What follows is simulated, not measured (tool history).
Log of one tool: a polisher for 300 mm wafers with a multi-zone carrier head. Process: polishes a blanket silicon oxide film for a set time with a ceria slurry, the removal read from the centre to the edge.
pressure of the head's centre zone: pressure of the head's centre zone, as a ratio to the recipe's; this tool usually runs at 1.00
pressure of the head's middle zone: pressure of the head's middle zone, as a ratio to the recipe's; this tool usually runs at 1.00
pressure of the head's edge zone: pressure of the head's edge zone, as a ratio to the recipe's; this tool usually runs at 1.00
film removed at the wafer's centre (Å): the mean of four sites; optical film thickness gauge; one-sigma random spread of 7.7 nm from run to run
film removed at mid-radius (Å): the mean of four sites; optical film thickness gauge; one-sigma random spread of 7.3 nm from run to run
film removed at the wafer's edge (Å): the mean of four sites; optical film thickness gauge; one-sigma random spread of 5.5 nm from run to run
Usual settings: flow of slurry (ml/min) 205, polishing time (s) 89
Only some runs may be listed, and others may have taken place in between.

run	hour	flow of slurry (ml/min)	pressure of the head's centre zone	pressure of the head's middle zone	pressure of the head's edge zone	polishing time (s)	incoming thickness of the incoming film, nm	film removed at the wafer's centre (Å)	film removed at mid-radius (Å)	film removed at the wafer's edge (Å)
1	0.0	205	1.00	1.00	1.00	89	1580.9	4943	5078	5406
2	13.1	140	1.00	1.00	1.10	70	1632.3	3167	3496	4050
# hour 19.9: edge zone pressure recalibrated
3	24.5	160	1.00	1.00	0.92	89	1592.8	4314	4612	4852
4	32.1	235	1.00	1.00	0.92	89	1598.5	4939	5209	5290
5	43.0	205	1.00	1.00	1.00	89	1592.8	4675	4877	5274
# hour 52.7: worn pad replaced by a new one
6	54.4	205	1.10	1.00	1.11	109	1596.1	6429	6020	6854
7	72.2	205	1.00	1.04	1.00	117	1618.3	6051	6843	7082
8	81.0	205	1.11	1.00	1.00	89	1588.5	5163	5044	5336
9	92.3	205	1.00	1.00	1.00	66	1618.6	3511	3787	3961
10	105.4	205	1.00	1.00	1.00	89	1584.3	4676	4963	5359
# hour 115.4: carrier head's membrane replaced by a new one
11	123.3	185	1.00	1.00	1.00	89	1611.0	4532	4809	5215
# hour 146.9: slurry nozzle cleaned
12	155.2	205	1.00	1.00	1.00	89	1580.2	5427	5606	5642
13	170.8	155	1.08	0.91	1.00	74	1565.6	4416	4055	4608
# hour 183.4: worn pad replaced by a new one
14	184.2	205	1.00	1.00	1.00	89	1587.6	5115	5588	5750
15	197.7	205	1.06	1.00	1.00	117	1609.7	7371	7126	7418
16	214.3	150	1.03	0.96	1.06	89	1607.2	5022	4972	5534
17	225.1	180	0.96	1.00	0.95	80	1600.5	4218	4812	4805
18	243.1	225	1.00	1.00	1.06	89	1610.3	5209	5383	5964
19	257.4	205	0.94	1.00	0.91	65	1613.6	3513	3925	3901
20	265.0	205	1.00	1.00	1.00	89	1578.2	5218	5257	5522
21	272.0	205	1.00	1.00	1.00	89	1575.2	5090	5205	5517
22	279.9	205	1.00	1.00	1.00	89	1604.6	5134	5352	5552

Branching from run 22: 4 alternative next runs. What would each branch give?
A	280.4	205	1.00	1.00	1.00	89	1591.3	?	?	?
B	280.4	155	0.89	0.96	1.10	89	1591.3	?	?	?
C	280.4	150	1.04	1.00	1.00	111	1591.3	?	?	?
D	280.4	205	1.00	1.00	1.00	59	1591.3	?	?	?

run	film removed at the wafer's centre (Å)	film removed at mid-radius (Å)	film removed at the wafer's edge (Å)
A	5066	5460	5601
B	4160	4931	5593
C	6004	6290	6607
D	3358	3620	3713
Without the tool's unlogged condition, the same runs would have read:
run	film removed at the wafer's centre (Å)	film removed at mid-radius (Å)	film removed at the wafer's edge (Å)
A	5368	5749	5817
B	4503	5286	5875
C	6519	6760	6950
D	3559	3811	3856
